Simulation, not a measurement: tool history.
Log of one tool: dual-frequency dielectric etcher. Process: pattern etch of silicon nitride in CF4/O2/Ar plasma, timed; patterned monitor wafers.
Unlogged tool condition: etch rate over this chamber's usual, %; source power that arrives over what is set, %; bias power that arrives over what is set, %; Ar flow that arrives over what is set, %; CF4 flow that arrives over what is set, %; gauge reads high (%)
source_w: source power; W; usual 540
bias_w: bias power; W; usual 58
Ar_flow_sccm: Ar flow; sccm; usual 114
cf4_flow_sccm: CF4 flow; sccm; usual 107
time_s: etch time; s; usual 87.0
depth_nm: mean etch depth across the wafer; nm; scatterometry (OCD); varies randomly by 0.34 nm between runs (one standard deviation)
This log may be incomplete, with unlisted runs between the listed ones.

| run | hour | source_w | bias_w | Ar_flow_sccm | cf4_flow_sccm | time_s | wafers since the last listed run | hours since the last wet clean | hours since the last source power generator calibration | hours since the last bias power generator calibration | hours since the last Ar flow controller change | hours since the last CF4 flow controller change | hours since the last upper electrode change | hours since the gauge calibration | read-back reference wafer on the same gauge, depth_nm | depth_nm |
|---|---|---|---|---|---|---|---|---|---|---|---|---|---|---|---|---|
| 1 | 0.0 | 540 | 58 | 114 | 107 | 97.0 | 0 | 535.0 | 2684.7 | 3494.5 | 3431.9 | 5749.4 | 2238.1 | 138.5 | 168.9 | 179.9 |
| 2 | 14.9 | 540 | 58 | 114 | 107 | 97.0 | 176 | 549.9 | 2699.6 | 3509.4 | 3446.8 | 5764.3 | 2253.0 | 153.4 | 168.9 | 179.2 |
| 3 | 41.2 | 540 | 58 | 114 | 107 | 87.0 | 311 | 576.2 | 2725.9 | 3535.7 | 3473.1 | 5790.6 | 2279.3 | 179.7 | 168.9 | 160.7 |
| 4 | 67.1 | 540 | 58 | 114 | 107 | 87.0 | 306 | 602.1 | 2751.8 | 3561.6 | 3499.0 | 5816.5 | 2305.2 | 205.6 | 169.3 | 161.7 |
| 5 | 88.6 | 540 | 58 | 114 | 107 | 87.0 | 254 | 623.6 | 2773.3 | 3583.1 | 3520.5 | 5838.0 | 2326.7 | 227.1 | 169.3 | 161.5 |
|  | 143.7 | wet clean of the chamber |
| 6 | 148.2 | 540 | 58 | 114 | 107 | 87.0 | 420 | 4.5 | 2832.9 | 3642.7 | 3580.1 | 5897.6 | 2386.3 | 286.7 | 169.5 | 161.4 |
|  | 182.6 | source power generator calibrated |
| 7 | 183.5 | 540 | 58 | 114 | 107 | 87.0 | 370 | 39.8 | 0.9 | 3678.0 | 3615.4 | 5932.9 | 2421.6 | 322.0 | 169.5 | 161.9 |
| 8 | 209.4 | 540 | 58 | 114 | 107 | 87.0 | 306 | 65.7 | 26.8 | 3703.9 | 3641.3 | 5958.8 | 2447.5 | 347.9 | 169.5 | 161.6 |
| 9 | 227.0 | 540 | 58 | 114 | 107 | 107.5 | 208 | 83.3 | 44.4 | 3721.5 | 3658.9 | 5976.4 | 2465.1 | 365.5 | 169.6 | 199.9 |
|  | 246.7 | CF4 flow controller replaced |
|  | 252.6 | upper electrode replaced |
|  | 273.4 | gauge calibrated |
| 10 | 312.8 | 540 | 58 | 114 | 107 | 87.0 | 873 | 169.1 | 130.2 | 3807.3 | 3744.7 | 66.1 | 60.2 | 39.4 | 167.8 | 159.9 |
|  | 339.9 | bias power generator calibrated |
| 11 | 340.2 | 540 | 71 | 114 | 107 | 106.5 | 276 | 196.5 | 157.6 | 0.3 | 3772.1 | 93.5 | 87.6 | 66.8 | 167.9 | 215.8 |
| 12 | 354.5 | 540 | 58 | 114 | 107 | 87.0 | 169 | 210.8 | 171.9 | 14.6 | 3786.4 | 107.8 | 101.9 | 81.1 | 168.3 | 160.8 |
|  | 388.6 | Ar flow controller replaced |
| 13 | 389.1 | 540 | 49 | 99 | 82 | 87.0 | 338 | 245.4 | 206.5 | 49.2 | 0.5 | 142.4 | 136.5 | 115.7 | 168.7 | 145.4 |
| 14 | 432.4 | 540 | 58 | 114 | 107 | 103.0 | 512 | 288.7 | 249.8 | 92.5 | 43.8 | 185.7 | 179.8 | 159.0 | 168.8 | 190.9 |
| 15 | 450.6 | 440 | 58 | 114 | 107 | 87.0 | 215 | 306.9 | 268.0 | 110.7 | 62.0 | 203.9 | 198.0 | 177.2 | 169.0 | 131.9 |
| 16 | 473.5 | 540 | 50 | 100 | 92 | 67.5 | 270 | 329.8 | 290.9 | 133.6 | 84.9 | 226.8 | 220.9 | 200.1 | 169.1 | 116.2 |
| 17 | 509.4 | 420 | 68 | 114 | 107 | 75.0 | 424 | 365.7 | 326.8 | 169.5 | 120.8 | 262.7 | 256.8 | 236.0 | 169.3 | 116.8 |
| 18 | 526.1 | 540 | 58 | 114 | 107 | 87.0 | 197 | 382.4 | 343.5 | 186.2 | 137.5 | 279.4 | 273.5 | 252.7 | 169.3 | 161.6 |
| 19 | 547.5 | 590 | 45 | 103 | 107 | 103.5 | 253 | 403.8 | 364.9 | 207.6 | 158.9 | 300.8 | 294.9 | 274.1 | 169.4 | 188.4 |
| 20 | 574.4 | 540 | 58 | 114 | 107 | 87.0 | 318 | 430.7 | 391.8 | 234.5 | 185.8 | 327.7 | 321.8 | 301.0 | 169.4 | 161.4 |
| 21 | 593.8 | 540 | 58 | 114 | 107 | 87.0 | 229 | 450.1 | 411.2 | 253.9 | 205.2 | 347.1 | 341.2 | 320.4 | 169.6 | 161.7 |
| 22 | 617.6 | 540 | 50 | 134 | 107 | 87.0 | 281 | 473.9 | 435.0 | 277.7 | 229.0 | 370.9 | 365.0 | 344.2 | 169.6 | 148.3 |

3 options for the next run, each taken on its own from the tool as it stands now. Forecast them:
| A | 618.0 | 540 | 58 | 114 | 117 | 87.0 | 4 | 474.3 | 435.4 | 278.1 | 229.4 | 371.3 | 365.4 | 344.6 | ? | ? |
| B | 618.0 | 500 | 58 | 137 | 107 | 87.0 | 4 | 474.3 | 435.4 | 278.1 | 229.4 | 371.3 | 365.4 | 344.6 | ? | ? |
| C | 618.0 | 540 | 67 | 114 | 134 | 87.0 | 4 | 474.3 | 435.4 | 278.1 | 229.4 | 371.3 | 365.4 | 344.6 | ? | ? |

| run | read-back reference wafer on the same gauge, depth_nm | depth_nm |
|---|---|---|
| A | 169.6 | 163.3 |
| B | 169.6 | 147.1 |
| C | 169.6 | 176.8 |
Stripped of hidden state, with their random variation kept, the same runs would have yielded:
| run | depth_nm |
|---|---|
| A | 160.8 |
| B | 144.9 |
| C | 174.2 |
